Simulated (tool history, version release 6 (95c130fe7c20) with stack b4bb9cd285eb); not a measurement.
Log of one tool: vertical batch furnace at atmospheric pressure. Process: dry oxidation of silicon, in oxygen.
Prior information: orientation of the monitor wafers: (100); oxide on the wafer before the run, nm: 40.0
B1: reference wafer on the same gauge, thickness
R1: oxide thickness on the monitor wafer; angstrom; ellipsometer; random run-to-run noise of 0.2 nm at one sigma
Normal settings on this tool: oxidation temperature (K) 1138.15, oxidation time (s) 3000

Run 1, hour 0.0: usual settings but oxidation temperature (K) 1154.15; B1 40.29. Result: R1 451.0 angstrom.
Run 2, hour 19.9: usual settings but oxidation temperature (K) 1154.15; B1 40.40. Result: R1 461.7 angstrom.
Run 3, hour 48.3: usual settings but oxidation temperature (K) 1146.15; B1 40.42. Result: R1 450.6 angstrom.
Run 4, hour 67.1: usual settings but oxidation temperature (K) 1154.15, oxidation time (s) 3480; B1 40.48. Result: R1 464.7 angstrom.
Run 5, hour 102.5: usual settings but oxidation temperature (K) 1154.15, oxidation time (s) 3480; B1 40.50. Result: R1 465.3 angstrom.
Run 6, hour 126.2: usual settings but oxidation temperature (K) 1155.15; B1 40.52. Result: R1 463.6 angstrom.
Run 7, hour 138.7: usual settings but oxidation temperature (K) 1155.15; B1 40.48. Result: R1 460.5 angstrom.
Run 8, hour 168.3: usual settings; B1 40.64. Result: R1 449.4 angstrom.
Run 9, hour 181.9: usual settings; B1 40.62. Result: R1 447.0 angstrom.
Run 10, hour 211.2: usual settings; B1 40.63. Result: R1 444.4 angstrom.
Run 11, hour 224.8: usual settings; B1 40.62. Result: R1 443.5 angstrom.
Run 12, hour 247.3: usual settings but oxidation time (s) 2580; B1 40.70. Result: R1 442.9 angstrom.
Run 13, hour 262.8: usual settings but oxidation temperature (K) 1150.15, oxidation time (s) 3330; B1 40.66. Result: R1 462.7 angstrom.
Run 14, hour 277.5: usual settings but oxidation temperature (K) 1150.15, oxidation time (s) 3330; B1 40.81. Result: R1 460.4 angstrom.
At hour 308.3: gauge calibrated.
At hour 325.8: thermocouples replaced and temperature profile calibrated.
Run 15, hour 326.3: usual settings but oxidation temperature (K) 1150.15, oxidation time (s) 3330; B1 38.80. Result: R1 441.0 angstrom.
Run 16, hour 347.9: usual settings but oxidation temperature (K) 1126.15, oxidation time (s) 3450; B1 38.88. Result: R1 426.2 angstrom.
Run 17, hour 381.2: usual settings but oxidation temperature (K) 1126.15, oxidation time (s) 3450; B1 38.88. Result: R1 424.6 angstrom.
Run 18, hour 402.0: usual settings but oxidation temperature (K) 1126.15, oxidation time (s) 3450; B1 38.94. Result: R1 421.0 angstrom.
Run 19, hour 433.7: usual settings but oxidation temperature (K) 1125.15; B1 38.97. Result: R1 418.2 angstrom.
Run 20, hour 461.6: usual settings but oxidation temperature (K) 1150.15, oxidation time (s) 3330; B1 39.01. Result: R1 444.0 angstrom.
At hour 508.4: boat lift adjusted.
Run 21, hour 508.9: usual settings; B1 39.02. Result: R1 429.1 angstrom.
Run 22, hour 513.4: usual settings but oxidation temperature (K) 1123.15; B1 39.08. Result: R1 419.8 angstrom.
Run 23, hour 529.3: usual settings but oxidation temperature (K) 1157.15, oxidation time (s) 4230; B1 39.14. Result: R1 464.3 angstrom.
Run 24, hour 557.1: usual settings but oxidation time (s) 2370; B1 39.13. Result: R1 419.9 angstrom.
Run 25, hour 590.3: usual settings but oxidation temperature (K) 1125.15, oxidation time (s) 2370; B1 39.19. Result: R1 416.0 angstrom.
Run 26, hour 606.8: usual settings but oxidation temperature (K) 1159.15, oxidation time (s) 1890; B1 39.24. Result: R1 427.3 angstrom.
Run 27, hour 636.1: usual settings but oxidation temperature (K) 1154.15; B1 39.25. Result: R1 446.8 angstrom.
Run 28, hour 661.2: usual settings but oxidation temperature (K) 1129.15, oxidation time (s) 2370; B1 39.34. Result: R1 418.5 angstrom.
Run 29, hour 674.8: usual settings but oxidation temperature (K) 1120.15, oxidation time (s) 3570; B1 39.35. Result: R1 427.3 angstrom.
Run 30, hour 690.0: usual settings; B1 39.36. Result: R1 435.9 angstrom.
Run 31, hour 706.2: usual settings but oxidation temperature (K) 1115.15, oxidation time (s) 4230; B1 39.44. Result: R1 429.0 angstrom.
Run 32, hour 734.8: usual settings but oxidation temperature (K) 1148.15; B1 39.44. Result: R1 437.5 angstrom.
Run 33, hour 766.5: usual settings but oxidation temperature (K) 1127.15, oxidation time (s) 4380; B1 39.45. Result: R1 440.6 angstrom.
Run 34, hour 785.6: usual settings but oxidation temperature (K) 1117.15, oxidation time (s) 1560; B1 39.46. Result: R1 407.8 angstrom.
Run 35, hour 815.3: usual settings; B1 39.52. Result: R1 431.1 angstrom.
Run 36, hour 841.2: usual settings but oxidation time (s) 2160; B1 39.62. Result: R1 427.6 angstrom.
Run 37, hour 871.8: usual settings but oxidation temperature (K) 1150.15; B1 39.62. Result: R1 439.4 angstrom.
Run 38, hour 891.1: usual settings but oxidation temperature (K) 1123.15, oxidation time (s) 1890; B1 39.67. Result: R1 414.1 angstrom.
Run 39, hour 905.3: usual settings but oxidation temperature (K) 1123.15, oxidation time (s) 2100; B1 39.70. Result: R1 418.0 angstrom.
Run 40, hour 930.1: usual settings but oxidation temperature (K) 1130.15; B1 39.75. Result: R1 429.0 angstrom.

Give the tool's hidden conditions for every run:
true tube temperature minus thermocouple reading, K: 0, the same for each run
monitor wafer colder than the profiled boat position, K: 0, the same for each run
H1: gauge reads high (%)
run      H1
  1    3.43
  2     3.5
  3    3.61
  4    3.68
  5    3.82
  6    3.91
  7    3.96
  8    4.07
  9    4.12
 10    4.24
 11    4.29
 12    4.37
 13    4.43
 14    4.49
 15  -0.466
 16  -0.383
 17  -0.256
 18  -0.176
 19  -0.055
 20  0.0517
 21   0.233
 22    0.25
 23   0.311
 24   0.417
 25   0.544
 26   0.607
 27   0.719
 28   0.815
 29   0.867
 30   0.925
 31   0.987
 32     1.1
 33    1.22
 34    1.29
 35     1.4
 36     1.5
 37    1.62
 38    1.69
 39    1.75
 40    1.84
